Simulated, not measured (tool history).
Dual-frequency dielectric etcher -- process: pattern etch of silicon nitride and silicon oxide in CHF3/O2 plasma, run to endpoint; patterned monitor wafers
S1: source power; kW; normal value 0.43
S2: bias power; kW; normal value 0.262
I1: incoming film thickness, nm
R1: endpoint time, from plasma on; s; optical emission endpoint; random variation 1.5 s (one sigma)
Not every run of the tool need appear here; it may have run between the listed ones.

| run | day | S1 | S2 | I1 | R1 |
|---|---|---|---|---|---|
| 1 | 0 | 0.43 | 0.262 | 281.8 | 176.6 |
|  | 1.45 | wet clean of the chamber |
| 2 | 3.446 | 0.43 | 0.262 | 282.7 | 184.4 |
| 3 | 7.296 | 0.43 | 0.262 | 281.8 | 184.5 |
| 4 | 8.971 | 0.43 | 0.262 | 281.8 | 181.7 |
| 5 | 10.946 | 0.43 | 0.262 | 279.5 | 182.1 |
| 6 | 13.512 | 0.43 | 0.231 | 285.2 | 192.8 |
| 7 | 15.938 | 0.43 | 0.231 | 282.6 | 190.6 |
| 8 | 20.229 | 0.51 | 0.262 | 284.2 | 170.9 |
| 9 | 24.4 | 0.51 | 0.262 | 283.9 | 173.1 |
| 10 | 28.625 | 0.51 | 0.262 | 286.3 | 170.5 |
| 11 | 30.446 | 0.37 | 0.309 | 280.2 | 169.5 |
|  | 32.433 | wet clean of the chamber |
| 12 | 34.504 | 0.43 | 0.262 | 283.9 | 189 |
| 13 | 38.542 | 0.43 | 0.262 | 281.7 | 186 |
| 14 | 42.729 | 0.49 | 0.216 | 283.3 | 195.9 |
| 15 | 47.088 | 0.51 | 0.279 | 285.4 | 173.2 |
| 16 | 49.662 | 0.46 | 0.201 | 281.2 | 197.7 |
| 17 | 51.358 | 0.38 | 0.304 | 281.6 | 178.3 |
| 18 | 53.142 | 0.35 | 0.297 | 284.5 | 181.2 |
|  | 54.992 | bias power generator calibrated |
| 19 | 57.25 | 0.43 | 0.215 | 282.9 | 195.7 |
| 20 | 59.4 | 0.43 | 0.262 | 282.5 | 180.4 |
|  | 59.971 | source power generator calibrated |
| 21 | 61.471 | 0.43 | 0.262 | 279.7 | 176.3 |
| 22 | 65.912 | 0.49 | 0.315 | 284 | 159.6 |
|  | 68.408 | wet clean of the chamber |
| 23 | 69.338 | 0.53 | 0.21 | 283.1 | 191.9 |
|  | 73.488 | upper electrode replaced |
| 24 | 73.508 | 0.4 | 0.323 | 284.5 | 171.9 |
| 25 | 76.404 | 0.47 | 0.317 | 283.6 | 165 |
| 26 | 78.667 | 0.52 | 0.235 | 282.5 | 181.7 |
| 27 | 80.467 | 0.34 | 0.215 | 283.6 | 214.7 |
| 28 | 83.796 | 0.43 | 0.212 | 282.9 | 201 |
| 29 | 86.767 | 0.4 | 0.291 | 284 | 175.3 |

Estimate the outcome of run 30 from the log above:
| 30 | 89.633 | 0.46 | 0.284 | 282 | ? |

Logged for run 30: R1 169.5 s.
With the hidden condition absent and the run-to-run variation left alone, this run would have shown R1 175.9 s.
